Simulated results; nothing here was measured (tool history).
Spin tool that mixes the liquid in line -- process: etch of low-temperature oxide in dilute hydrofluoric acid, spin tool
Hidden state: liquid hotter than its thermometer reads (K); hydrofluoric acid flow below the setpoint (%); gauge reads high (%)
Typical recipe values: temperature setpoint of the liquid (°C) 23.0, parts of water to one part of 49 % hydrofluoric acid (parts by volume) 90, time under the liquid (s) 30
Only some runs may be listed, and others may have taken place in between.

run	day	temperature setpoint of the liquid (°C)	parts of water to one part of 49 % hydrofluoric acid (parts by volume)	time under the liquid (s)	wafers since the last listed run	hours since the thermometer was replaced	hours since the hydrofluoric acid flow meter was replaced	hours since the gauge calibration	read-back film thickness of the low-temperature oxide reference wafer, read on the same gauge (nm)	thickness taken off the low-temperature oxide on a monitor wafer (angstrom)
1	0.000	23.0	90	30	0	386.5	549.6	1974.0	39.99	116.6
2	3.458	23.0	90	30	1394	469.5	632.6	2057.0	40.01	117.3
3	7.096	23.0	90	30	1466	556.8	719.9	2144.3	40.02	116.3
4	10.308	23.0	90	15	1295	633.9	797.0	2221.4	40.00	58.5
5	14.050	23.0	90	15	1508	723.7	886.8	2311.2	40.04	57.8
6	18.204	23.0	90	15	1674	823.4	986.5	2410.9	40.02	57.8
7	21.958	26.0	90	45	1513	913.5	1076.6	2501.0	40.00	195.7
8	26.267	26.0	90	45	1736	1016.9	1180.0	2604.4	40.00	193.8
9	28.704	26.0	90	45	982	1075.4	1238.5	2662.9	39.98	194.9
10	30.808	23.0	105	30	848	1125.9	1289.0	2713.4	40.00	96.4
11	34.246	23.0	105	30	1385	1208.4	1371.5	2795.9	39.98	96.8
# day 37.317: hydrofluoric acid flow meter replaced
12	37.533	25.5	50	45	1308	1287.3	5.2	2874.8	39.99	372.3
13	41.254	23.0	90	30	1500	1376.6	94.5	2964.1	39.97	117.4
# day 43.671: gauge calibrated
14	51.192	18.5	90	15	4006	1615.1	333.0	180.5	40.00	48.3
15	52.900	27.5	120	30	688	1656.1	374.0	221.5	40.00	101.1
16	57.904	23.0	90	20	2017	1776.2	494.1	341.6	39.99	78.2
17	59.454	23.0	55	30	624	1813.4	531.3	378.8	40.01	200.1
18	63.808	26.0	90	45	1755	1917.9	635.8	483.3	40.01	196.5
# day 70.546: thermometer replaced
19	75.342	26.5	115	50	4633	115.1	912.6	760.1	39.99	168.4
20	79.725	25.5	45	40	1767	220.3	1017.8	865.3	39.98	363.3
21	84.121	23.0	125	30	1772	325.8	1123.3	970.8	40.05	79.5
22	86.504	21.0	90	40	960	383.0	1180.5	1028.0	39.99	140.8
23	90.667	23.0	90	30	1678	482.9	1280.4	1127.9	39.98	114.4
24	92.375	23.0	90	45	688	523.9	1321.4	1168.9	40.01	170.9
25	95.888	19.5	105	40	1416	608.2	1405.7	1253.2	40.01	111.0
# day 99.025: hydrofluoric acid flow meter replaced
26	99.046	23.0	115	30	1256	684.0	0.5	1329.0	40.01	89.4
27	100.538	18.5	135	20	601	719.8	36.3	1364.8	39.99	41.7
28	104.479	25.5	90	50	1589	814.4	130.9	1459.4	39.99	216.1
29	106.738	27.0	115	30	910	868.6	185.1	1513.6	40.01	104.0
30	109.508	23.0	120	30	1117	935.1	251.6	1580.1	39.99	84.4
31	112.529	19.0	115	45	1217	1007.6	324.1	1652.6	39.99	113.9
32	114.288	26.5	90	30	708	1049.8	366.3	1694.8	39.98	134.6
33	117.688	23.0	90	30	1370	1131.4	447.9	1776.4	40.00	116.5

Predict each of these 3 candidate next runs independently; none follows another, all start after run 33:
A	117.704	23.0	90	30	6	1131.8	448.3	1776.8	?	?
B	117.704	20.5	50	30	6	1131.8	448.3	1776.8	?	?
C	117.704	21.0	90	30	6	1131.8	448.3	1776.8	?	?

run	read-back film thickness of the low-temperature oxide reference wafer, read on the same gauge (nm)	thickness taken off the low-temperature oxide on a monitor wafer (angstrom)
A	40.04	116.8
B	40.04	199.1
C	40.04	107.6
Stripped of hidden state, with their random variation kept, the same runs would have yielded:
run	thickness taken off the low-temperature oxide on a monitor wafer (angstrom)
A	118.4
B	201.8
C	109.2
